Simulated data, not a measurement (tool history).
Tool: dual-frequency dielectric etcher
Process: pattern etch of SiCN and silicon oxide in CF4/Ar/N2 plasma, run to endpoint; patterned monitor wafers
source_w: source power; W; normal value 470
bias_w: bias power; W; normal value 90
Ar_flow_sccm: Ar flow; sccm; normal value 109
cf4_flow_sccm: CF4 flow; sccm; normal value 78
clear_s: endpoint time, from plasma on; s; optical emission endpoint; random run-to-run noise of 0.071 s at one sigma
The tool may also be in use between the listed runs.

run    hour  source_w  bias_w  Ar_flow_sccm  cf4_flow_sccm  wafers since the last listed run  hours since the last wet clean  hours since the last source power generator calibration  hours since the last bias power generator calibration  hours since the last Ar flow controller change  hours since the last CF4 flow controller change  hours since the last upper electrode change  incoming incoming film thickness, nm  clear_s
  1       0       470      90           109             78                                 0                           277.7                                                   1318.8                                                   2987                                          3562.9                                            596.1                                       2267.5                                 12.57     13.2
  2    52.5       470      90           109             78                              1087                           330.2                                                   1371.3                                                 3039.5                                          3615.4                                            648.6                                         2320                                 12.49     13.3
  3     107       470      90           109             78                              1128                           384.7                                                   1425.8                                                   3094                                          3669.9                                            703.1                                       2374.5                                 12.41     13.3
  4   162.7       470      90           109             78                              1153                           440.4                                                   1481.5                                                 3149.7                                          3725.6                                            758.8                                       2430.2                                 12.53     13.3
  5   192.7       470      90           109             78                               621                           470.4                                                   1511.5                                                 3179.7                                          3755.6                                            788.8                                       2460.2                                 12.42     13.1
  6   251.6       470      90           109             78                              1219                           529.3                                                   1570.4                                                 3238.6                                          3814.5                                            847.7                                       2519.1                                 12.55     13.3
  7   291.2       470      90           109             78                               820                           568.9                                                     1610                                                 3278.2                                          3854.1                                            887.3                                       2558.7                                 12.52     13.2
      322.1  -- wet clean of the chamber
  8   341.1       560      90           109             78                               536                              19                                                   1659.9                                                 3328.1                                            3904                                            937.2                                       2608.6                                 12.52     11.6
  9   388.8       560      90           109             78                               987                            66.7                                                   1707.6                                                 3375.8                                          3951.7                                            984.9                                       2656.3                                 12.52     11.7
      415.4  -- upper electrode replaced
 10   421.6       470     108           109             63                               182                            99.5                                                   1740.4                                                 3408.6                                          3984.5                                           1017.7                                          6.2                                 12.54     12.7
 11   490.5       470      90           125             78                              1426                           168.4                                                   1809.3                                                 3477.5                                          4053.4                                           1086.6                                         75.1                                 12.42     13.5
      517.3  -- Ar flow controller replaced
 12   599.6       470      90           133             96                              2135                           277.5                                                   1918.4                                                 3586.6                                            82.3                                           1195.7                                        184.2                                 12.59     13.4
 13   666.4       550      90           109             65                              1383                           344.3                                                   1985.2                                                 3653.4                                           149.1                                           1262.5                                          251                                 12.45     11.9
 14   732.3       470      90           109             78                              1364                           410.2                                                   2051.1                                                 3719.3                                             215                                           1328.4                                        316.9                                 12.37     13.1
      798.9  -- bias power generator calibrated
      802.7  -- wet clean of the chamber
 15   803.2       380      70           109             78                              1305                             0.5                                                     2122                                                    4.3                                           285.9                                           1399.3                                        387.8                                 12.55     17.4
        977  -- CF4 flow controller replaced
 16   994.7       470      90           133             96                              3841                             192                                                   2313.5                                                  195.8                                           477.4                                             17.7                                        579.3                                 12.55     13.5
     1057.4  -- source power generator calibrated
 17  1123.9       590     107           119             84                              2593                           321.2                                                     66.5                                                    325                                           606.6                                            146.9                                        708.5                                 12.45     10.4

What does the tool deliver on the next run?
 18  1188.6       570      90           101             97                              1340                           385.9                                                    131.2                                                  389.7                                           671.3                                            211.6                                        773.2                                 12.72        ?

Run 18 gave clear_s 11.3 s.
With no hidden state in the tool, this same run would have given clear_s 11.3 s.
